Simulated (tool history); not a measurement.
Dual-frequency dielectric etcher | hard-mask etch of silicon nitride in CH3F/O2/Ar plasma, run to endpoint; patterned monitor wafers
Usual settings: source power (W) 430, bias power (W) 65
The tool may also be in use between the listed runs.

run	hour	source power (W)	bias power (W)	incoming incoming film thickness, nm	endpoint time (s)
1	0	410	65	50.2	67.9
2	15.6	410	65	50.2	68.1
3	40.4	430	65	50	65.5
4	61.1	430	65	50.7	66.7
5	97	430	65	50.2	65.4
6	120.5	430	65	50	65.6
7	134.4	430	65	50.2	65.6
8	165.1	430	65	49.8	64.7
# hour 206.9: wet clean of the chamber
9	207.4	430	65	50.3	68.3
10	221	400	65	50.1	70.6
11	255.9	430	65	50.2	68
# hour 261.6: source power generator calibrated
12	286.9	430	62	50.7	69
13	318.1	430	62	50.3	68.3
# hour 337.3: bias power generator calibrated
14	343.6	430	65	50.1	67.5
15	357	430	65	50.2	67.6
16	391.1	370	51	50.3	76.6
# hour 425.6: upper electrode replaced
17	426.1	390	79	50.5	66.6
18	444.5	360	58	50.2	75.3
19	466.9	500	76	49.8	59.2
20	499.5	430	65	50.2	66.4
21	517.3	430	54	50.3	68.8
22	538.3	430	65	50.8	67
23	562.3	500	51	50.3	64.8
24	594.7	520	77	50.7	58
25	619.4	510	71	50.1	58.3
26	703	460	65	49.8	62.2
# hour 732: wet clean of the chamber
27	732.5	320	53	49.8	83.1
28	754	430	65	50.4	68.4
29	775	460	65	50	65.4
30	805	460	65	49.7	64.3
31	839.7	430	65	50.3	67.3
32	869.7	430	65	50.3	68.1
33	964.5	480	54	49.9	65.6
34	1069.1	350	72	50.2	71.7

Forecast each of these 5 alternatives for the next run:
A	1069.5	430	65	50.6	?
B	1069.5	500	58	50.6	?
C	1069.5	520	57	50.6	?
D	1069.5	330	81	50.6	?
E	1069.5	430	80	50.6	?

run	endpoint time (s)
A	65.9
B	62.7
C	61.7
D	71.9
E	62.7
Without the tool's hidden state the same runs would have given:
run	endpoint time (s)
A	68.7
B	65.3
C	64.3
D	74.9
E	65.3
